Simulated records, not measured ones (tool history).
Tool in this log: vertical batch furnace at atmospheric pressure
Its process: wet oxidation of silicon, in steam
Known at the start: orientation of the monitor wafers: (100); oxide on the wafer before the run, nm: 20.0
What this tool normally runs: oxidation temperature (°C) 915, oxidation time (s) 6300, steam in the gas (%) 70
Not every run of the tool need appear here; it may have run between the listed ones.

run,hour,oxidation temperature (°C),oxidation time (s),steam in the gas (%),"read-back reference wafer on the same gauge, thickness",oxide thickness on the monitor wafer (nm)
1,0.0,915,6300,67,226.08,231.11
2,63.6,915,6300,67,225.55,232.95
3,85.2,915,6300,70,226.23,240.44
4,99.0,915,6300,70,225.91,238.68
5,120.5,915,6300,70,226.25,240.24
6,140.4,915,6300,70,226.11,239.89
7,172.2,915,6300,76,225.68,254.44
# hour 207.7: thermocouples replaced and temperature profile calibrated
8,208.2,915,6300,76,226.33,255.36
9,245.0,915,6300,76,225.89,257.40
10,268.1,915,6300,70,225.81,238.24
11,300.1,928,6300,70,225.93,272.18
12,334.7,928,6300,70,225.55,272.41
13,368.2,928,6300,70,225.61,270.95
14,387.0,915,6300,70,225.70,238.56
15,402.5,915,6300,70,225.97,238.47
16,435.5,915,6300,70,226.12,240.80
17,466.0,915,6300,70,226.20,239.26
18,486.2,915,6300,70,225.91,237.71
# hour 513.7: gauge calibrated
19,520.6,893,4710,77,226.23,158.91
20,534.0,915,7110,61,226.02,235.54
21,555.6,907,6300,70,226.02,218.01
22,583.6,915,6300,70,226.26,238.78
23,611.8,915,5160,70,225.93,206.03
24,624.6,915,4920,70,226.26,198.14
25,638.9,915,6300,70,225.99,239.58
26,669.0,895,7230,61,225.68,191.51
27,688.2,938,8460,59,225.88,325.00
# hour 716.3: steam generator serviced
28,716.8,924,6300,74,226.19,271.97
29,730.7,924,6300,66,225.51,250.10
30,765.4,928,6300,61,225.88,243.79
31,792.6,915,9150,65,226.31,300.33
32,810.7,915,6300,70,226.02,239.66
33,845.9,890,6300,70,226.23,177.92
34,878.0,915,8460,70,225.73,303.43
35,902.3,915,8550,70,225.83,303.07
36,917.5,915,6300,70,225.95,240.39
37,934.6,915,6300,70,225.75,238.63
38,963.2,915,6300,70,226.25,236.91
39,994.7,915,6300,70,225.97,239.82

State the hidden condition of the tool at each of the runs:
true tube temperature minus thermocouple reading, K: 0 on each run
steam share off its setpoint, % of the setpoint: 0 on each run
gauge reads high (%): 0 on each run

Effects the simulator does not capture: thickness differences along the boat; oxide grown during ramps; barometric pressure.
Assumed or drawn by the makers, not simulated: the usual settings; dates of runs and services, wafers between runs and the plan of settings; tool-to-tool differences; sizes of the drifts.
